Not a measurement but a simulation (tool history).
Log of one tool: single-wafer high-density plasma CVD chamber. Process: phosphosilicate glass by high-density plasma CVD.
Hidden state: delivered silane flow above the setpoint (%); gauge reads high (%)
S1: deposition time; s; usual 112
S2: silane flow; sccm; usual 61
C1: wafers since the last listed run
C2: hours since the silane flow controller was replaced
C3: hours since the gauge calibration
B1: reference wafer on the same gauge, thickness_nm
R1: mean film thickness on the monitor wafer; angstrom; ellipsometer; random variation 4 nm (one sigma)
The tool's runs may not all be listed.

run    hour   S1  S2    C1      C2      C3       B1       R1
  1       0  112  61     0  1069.9  1942.2   662.61   7643.3
  2    45.7  112  61   384  1115.6  1987.9  663.151  7618.92
  3   293.2  112  61  2079  1363.1  2235.4  662.273  7614.02
  4   378.8  112  61   719  1448.7    2321  663.082  7723.54
  5   442.8  112  61   537  1512.7    2385  663.722  7637.98
  6   547.8  112  61   882  1617.7    2490   662.09  7659.87
  7     635  112  61   732  1704.9  2577.2  661.811  7593.58
  8   695.4  130  61   507  1765.3  2637.6  663.459  8941.56
  9   754.8  130  61   499  1824.7    2697  662.873  8838.62
 10   806.6  112  61   435  1876.5  2748.8  663.251  7683.48
 11   851.3  112  61   375  1921.2  2793.5  662.727  7614.02
 12   905.7  112  61   457  1975.6  2847.9  663.634  7684.34
 13   957.8  112  61   437  2027.7    2900  663.064  7655.21
      978.8  -- gauge calibrated
 14  1028.1  112  61   590    2098    49.3  663.454  7595.99
 15  1120.3  112  61   774  2190.2   141.5  662.299  7635.47
       1153  -- silane flow controller replaced
 16  1181.1   97  61   443    28.1   202.3  663.104  6383.74
 17  1255.4   97  61   624   102.4   276.6  662.177  6360.19
 18  1308.5  100  50   446   155.5   329.7   662.83  5425.31
 19  1377.7   90  70   581   224.7   398.9  663.118  6850.48
 20  1414.2   92  73   306   261.2   435.4  663.262   7287.8
 21  1455.9  112  61   350   302.9   477.1  662.846  7479.35
 22  1515.3  123  66   499   362.3   536.5  664.219  8929.77
 23  1585.6  133  56   590   432.6   606.8  663.999  8173.41
 24  1647.4   95  55   519   494.4   668.6  662.286  5726.06
 25  1691.6  118  69   371   538.6   712.8  662.738  8933.65
 26  1811.7   90  53  1009   658.7   832.9  663.583  5288.95
 27  1868.3  112  61   475   715.3   889.5  663.701  7570.02
 28  1965.8   90  52   819   812.8     987  662.885  5154.05
 29  2008.3  112  61   357   855.3  1029.5  663.394  7551.68
 30    2105  132  56   812     952  1126.2  662.823   8161.8
 31  2190.1  112  55   715  1037.1  1211.3  662.572   6819.9
 32    2260  112  53   587    1107  1281.2  662.304  6552.45
 33  2329.6  102  65   584  1176.6  1350.8  662.646  7416.82
 34    2435   91  49   885    1282  1456.2  663.742  4996.31

Forecast each of these 3 alternatives for the next run:
  A  2435.4  112  61   3  1282.4  1456.6   ?   ?
  B  2435.4  119  52   3  1282.4  1456.6   ?   ?
  C  2435.4  118  53   3  1282.4  1456.6   ?   ?

run       B1       R1
  A  663.446  7615.45
  B  663.446   6897.6
  C  663.446  6971.17
Without the tool's hidden state the same runs would have given:
run       R1
  A  7344.63
  B  6652.31
  C  6723.26
